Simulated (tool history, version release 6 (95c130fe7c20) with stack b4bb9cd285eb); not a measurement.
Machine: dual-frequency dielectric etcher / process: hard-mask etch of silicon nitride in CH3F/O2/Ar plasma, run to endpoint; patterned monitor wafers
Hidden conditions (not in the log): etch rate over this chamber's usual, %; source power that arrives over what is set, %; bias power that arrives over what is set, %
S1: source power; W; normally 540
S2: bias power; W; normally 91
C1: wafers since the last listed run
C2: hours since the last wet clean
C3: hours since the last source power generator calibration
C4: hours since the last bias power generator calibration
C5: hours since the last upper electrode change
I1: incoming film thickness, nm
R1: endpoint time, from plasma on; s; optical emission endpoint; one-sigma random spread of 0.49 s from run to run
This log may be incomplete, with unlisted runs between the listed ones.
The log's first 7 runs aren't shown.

| run | day | S1 | S2 | C1 | C2 | C3 | C4 | C5 | I1 | R1 |
|---|---|---|---|---|---|---|---|---|---|---|
|  | 21.912 | wet clean of the chamber |
| 8 | 23.008 | 540 | 83 | 1643 | 26.3 | 4539.3 | 1897.9 | 4593.9 | 55.2 | 64.7 |
|  | 25.342 | upper electrode replaced |
| 9 | 25.421 | 540 | 83 | 356 | 84.2 | 4597.2 | 1955.8 | 1.9 | 55.4 | 65.1 |
|  | 26.146 | source power generator calibrated |
|  | 26.208 | bias power generator calibrated |
| 10 | 28.317 | 540 | 91 | 673 | 153.7 | 52.1 | 50.6 | 71.4 | 55 | 62.6 |
| 11 | 29.946 | 540 | 91 | 410 | 192.8 | 91.2 | 89.7 | 110.5 | 55.2 | 62.5 |
| 12 | 32.812 | 440 | 100 | 722 | 261.6 | 160 | 158.5 | 179.3 | 54.9 | 69.8 |
| 13 | 34.367 | 540 | 99 | 391 | 298.9 | 197.3 | 195.8 | 216.6 | 55.6 | 61.9 |
| 14 | 36.421 | 540 | 99 | 518 | 348.2 | 246.6 | 245.1 | 265.9 | 55.6 | 62.5 |
| 15 | 39.225 | 540 | 99 | 707 | 415.5 | 313.9 | 312.4 | 333.2 | 55.3 | 62.5 |
| 16 | 42.188 | 540 | 91 | 747 | 486.6 | 385 | 383.5 | 404.3 | 55.4 | 64.8 |
|  | 44.221 | wet clean of the chamber |
| 17 | 44.242 | 640 | 75 | 265 | 0.5 | 434.3 | 432.8 | 453.6 | 55.2 | 61.2 |
| 18 | 44.754 | 590 | 102 | 129 | 12.8 | 446.6 | 445.1 | 465.9 | 55.4 | 56.9 |
| 19 | 46.025 | 540 | 100 | 320 | 43.3 | 477.1 | 475.6 | 496.4 | 55.2 | 60.3 |
| 20 | 48.55 | 490 | 112 | 636 | 103.9 | 537.7 | 536.2 | 557 | 55.3 | 62.7 |
| 21 | 51.392 | 640 | 71 | 716 | 172.1 | 605.9 | 604.4 | 625.2 | 55.2 | 63.3 |
| 22 | 54.321 | 660 | 91 | 738 | 242.4 | 676.2 | 674.7 | 695.5 | 54.9 | 56.7 |
| 23 | 56.504 | 600 | 83 | 550 | 294.8 | 728.6 | 727.1 | 747.9 | 55.4 | 62.1 |
| 24 | 58.071 | 620 | 91 | 395 | 332.4 | 766.2 | 764.7 | 785.5 | 55.4 | 59.3 |

Run 25, settings as shown, results not yet in. Your forecast:
| 25 | 60.217 | 640 | 71 | 541 | 383.9 | 817.7 | 816.2 | 837 | 56 | ? |

R1: 66.1 s
Without the tool's hidden state the same run would have given R1 63.3 s.
